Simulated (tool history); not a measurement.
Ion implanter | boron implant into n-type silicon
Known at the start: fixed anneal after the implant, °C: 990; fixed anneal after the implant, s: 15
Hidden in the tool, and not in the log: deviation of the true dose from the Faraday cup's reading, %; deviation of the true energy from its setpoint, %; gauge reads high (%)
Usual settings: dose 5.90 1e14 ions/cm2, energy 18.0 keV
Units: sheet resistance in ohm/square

| run | hour | dose | energy | wafers since the last listed run | hours since the last dose calibration | hours since the extraction supply was calibrated | hours since the gauge calibration | read-back reference wafer on the same gauge, sheet resistance | sheet resistance |
|---|---|---|---|---|---|---|---|---|---|
| 1 | 0.0 | 5.90 | 18.0 | 0 | 1110.2 | 5665.3 | 891.5 | 210.10 | 196.61 |
| 2 | 49.3 | 5.90 | 18.0 | 1109 | 1159.5 | 5714.6 | 940.8 | 210.25 | 196.91 |
| 3 | 133.9 | 5.90 | 18.0 | 1903 | 1244.1 | 5799.2 | 1025.4 | 209.89 | 197.94 |
| 4 | 445.2 | 5.90 | 18.0 | 7005 | 1555.4 | 6110.5 | 1336.7 | 209.93 | 197.74 |
| 5 | 525.6 | 5.90 | 18.0 | 1809 | 1635.8 | 6190.9 | 1417.1 | 209.98 | 198.88 |
| 6 | 599.6 | 4.88 | 13.5 | 1665 | 1709.8 | 6264.9 | 1491.1 | 210.04 | 235.47 |
|  | 635.3 | gauge calibrated |
| 7 | 694.2 | 5.90 | 18.0 | 2128 | 1804.4 | 6359.5 | 58.9 | 209.60 | 199.55 |
| 8 | 774.1 | 5.90 | 18.0 | 1798 | 1884.3 | 6439.4 | 138.8 | 210.01 | 200.07 |
| 9 | 840.5 | 4.88 | 21.0 | 1494 | 1950.7 | 6505.8 | 205.2 | 209.81 | 230.31 |
| 10 | 921.0 | 7.03 | 21.5 | 1811 | 2031.2 | 6586.3 | 285.7 | 209.92 | 171.90 |
| 11 | 993.4 | 7.60 | 23.0 | 1629 | 2103.6 | 6658.7 | 358.1 | 210.11 | 159.06 |
|  | 1016.2 | Faraday cup replaced and dose calibrated |
|  | 1186.2 | extraction supply calibrated |
| 12 | 1244.4 | 4.81 | 15.0 | 5288 | 228.2 | 58.2 | 609.1 | 210.20 | 230.38 |
| 13 | 1317.7 | 6.36 | 21.0 | 1649 | 301.5 | 131.5 | 682.4 | 209.74 | 180.21 |
| 14 | 1402.1 | 5.90 | 18.0 | 1899 | 385.9 | 215.9 | 766.8 | 210.00 | 193.63 |
| 15 | 1487.8 | 4.41 | 16.5 | 1928 | 471.6 | 301.6 | 852.5 | 209.94 | 247.25 |
| 16 | 1594.5 | 7.18 | 18.0 | 2401 | 578.3 | 408.3 | 959.2 | 209.76 | 165.22 |
| 17 | 1671.5 | 7.19 | 20.0 | 1732 | 655.3 | 485.3 | 1036.2 | 210.09 | 164.94 |
| 18 | 1718.5 | 7.52 | 18.0 | 1057 | 702.3 | 532.3 | 1083.2 | 209.78 | 160.91 |

4 ways to go on from here, each from the tool as it stands after run 18. What would each give?
| A | 1718.9 | 5.90 | 18.0 | 9 | 702.7 | 532.7 | 1083.6 | ? | ? |
| B | 1718.9 | 6.65 | 14.5 | 9 | 702.7 | 532.7 | 1083.6 | ? | ? |
| C | 1718.9 | 4.70 | 23.5 | 9 | 702.7 | 532.7 | 1083.6 | ? | ? |
| D | 1718.9 | 4.96 | 18.0 | 9 | 702.7 | 532.7 | 1083.6 | ? | ? |

| run | read-back reference wafer on the same gauge, sheet resistance | sheet resistance |
|---|---|---|
| A | 210.07 | 197.05 |
| B | 210.07 | 181.32 |
| C | 210.07 | 232.31 |
| D | 210.07 | 226.78 |
Without the tool's hidden state the same runs would have given:
| run | sheet resistance |
|---|---|
| A | 194.74 |
| B | 179.22 |
| C | 229.65 |
| D | 224.15 |
